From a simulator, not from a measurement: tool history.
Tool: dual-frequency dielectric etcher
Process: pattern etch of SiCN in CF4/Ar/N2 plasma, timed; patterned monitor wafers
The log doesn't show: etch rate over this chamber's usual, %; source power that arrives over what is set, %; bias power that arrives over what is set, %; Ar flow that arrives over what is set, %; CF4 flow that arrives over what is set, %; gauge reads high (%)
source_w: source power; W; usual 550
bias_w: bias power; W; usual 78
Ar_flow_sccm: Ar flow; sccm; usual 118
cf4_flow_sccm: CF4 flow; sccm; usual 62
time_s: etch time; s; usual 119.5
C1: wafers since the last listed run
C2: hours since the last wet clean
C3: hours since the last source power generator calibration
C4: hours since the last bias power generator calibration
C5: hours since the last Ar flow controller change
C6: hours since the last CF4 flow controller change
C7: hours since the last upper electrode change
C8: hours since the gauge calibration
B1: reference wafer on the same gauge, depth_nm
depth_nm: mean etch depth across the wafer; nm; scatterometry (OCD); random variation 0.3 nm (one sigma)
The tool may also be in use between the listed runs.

Run 1, hour 0.0: usual settings; C1 0; C2 222.9; C3 64.9; C4 1264.5; C5 38.8; C6 5970.5; C7 3333.0; C8 29.9; B1 117.0. Result: depth_nm 120.2 nm.
Run 2, hour 31.3: usual settings; C1 243; C2 254.2; C3 96.2; C4 1295.8; C5 70.1; C6 6001.8; C7 3364.3; C8 61.2; B1 117.0. Result: depth_nm 119.9 nm.
Run 3, hour 44.5: usual settings; C1 102; C2 267.4; C3 109.4; C4 1309.0; C5 83.3; C6 6015.0; C7 3377.5; C8 74.4; B1 117.0. Result: depth_nm 119.7 nm.
At hour 75.5: upper electrode replaced.
Run 4, hour 76.0: usual settings; C1 58; C2 298.9; C3 140.9; C4 1340.5; C5 114.8; C6 6046.5; C7 0.5; C8 105.9; B1 117.0. Result: depth_nm 120.3 nm.
Run 5, hour 90.6: usual settings but Ar_flow_sccm 91 sccm; C1 113; C2 313.5; C3 155.5; C4 1355.1; C5 129.4; C6 6061.1; C7 15.1; C8 120.5; B1 117.0. Result: depth_nm 126.9 nm.
Run 6, hour 120.3: usual settings; C1 231; C2 343.2; C3 185.2; C4 1384.8; C5 159.1; C6 6090.8; C7 44.8; C8 150.2; B1 117.0. Result: depth_nm 119.8 nm.
Run 7, hour 147.0: usual settings but source_w 630 W, bias_w 90 W; C1 208; C2 369.9; C3 211.9; C4 1411.5; C5 185.8; C6 6117.5; C7 71.5; C8 176.9; B1 117.0. Result: depth_nm 137.4 nm.
At hour 159.8: CF4 flow controller replaced.
Run 8, hour 181.8: usual settings but source_w 420 W; C1 224; C2 404.7; C3 246.7; C4 1446.3; C5 220.6; C6 22.0; C7 106.3; C8 211.7; B1 117.0. Result: depth_nm 100.9 nm.
Run 9, hour 211.8: usual settings but source_w 680 W, cf4_flow_sccm 47 sccm, time_s 144.5 s; C1 233; C2 434.7; C3 276.7; C4 1476.3; C5 250.6; C6 52.0; C7 136.3; C8 241.7; B1 117.1. Result: depth_nm 158.3 nm.
At hour 216.3: bias power generator calibrated.
Run 10, hour 240.8: usual settings; C1 194; C2 463.7; C3 305.7; C4 24.5; C5 279.6; C6 81.0; C7 165.3; C8 270.7; B1 117.0. Result: depth_nm 121.7 nm.
Run 11, hour 263.0: usual settings but bias_w 65 W, Ar_flow_sccm 94 sccm, cf4_flow_sccm 74 sccm; C1 173; C2 485.9; C3 327.9; C4 46.7; C5 301.8; C6 103.2; C7 187.5; C8 292.9; B1 117.1. Result: depth_nm 125.5 nm.
At hour 302.7: wet clean of the chamber.
Run 12, hour 303.2: usual settings but bias_w 94 W, Ar_flow_sccm 131 sccm; C1 126; C2 0.5; C3 368.1; C4 86.9; C5 342.0; C6 143.4; C7 227.7; C8 333.1; B1 117.0. Result: depth_nm 126.7 nm.
Run 13, hour 304.0: usual settings; C1 6; C2 1.3; C3 368.9; C4 87.7; C5 342.8; C6 144.2; C7 228.5; C8 333.9; B1 117.0. Result: depth_nm 122.0 nm.
Run 14, hour 329.0: usual settings but source_w 470 W; C1 194; C2 26.3; C3 393.9; C4 112.7; C5 367.8; C6 169.2; C7 253.5; C8 358.9; B1 117.0. Result: depth_nm 109.8 nm.
Run 15, hour 351.9: usual settings but source_w 410 W, bias_w 94 W, Ar_flow_sccm 95 sccm; C1 178; C2 49.2; C3 416.8; C4 135.6; C5 390.7; C6 192.1; C7 276.4; C8 381.8; B1 117.1. Result: depth_nm 112.3 nm.
Run 16, hour 375.3: usual settings; C1 182; C2 72.6; C3 440.2; C4 159.0; C5 414.1; C6 215.5; C7 299.8; C8 405.2; B1 117.0. Result: depth_nm 120.9 nm.
Run 17, hour 411.0: usual settings but time_s 86.5 s; C1 278; C2 108.3; C3 475.9; C4 194.7; C5 449.8; C6 251.2; C7 335.5; C8 440.9; B1 117.0. Result: depth_nm 87.7 nm.

The next listed run, before its measurement:
Run 18, hour 441.3: usual settings but time_s 134.5 s; C1 236; C2 138.6; C3 506.2; C4 225.0; C5 480.1; C6 281.5; C7 365.8; C8 471.2; B1 ?. Result: depth_nm ?.

B1: 117.0
depth_nm: 136.6 nm
Without the tool's hidden state the same run would have given depth_nm 137.3 nm.
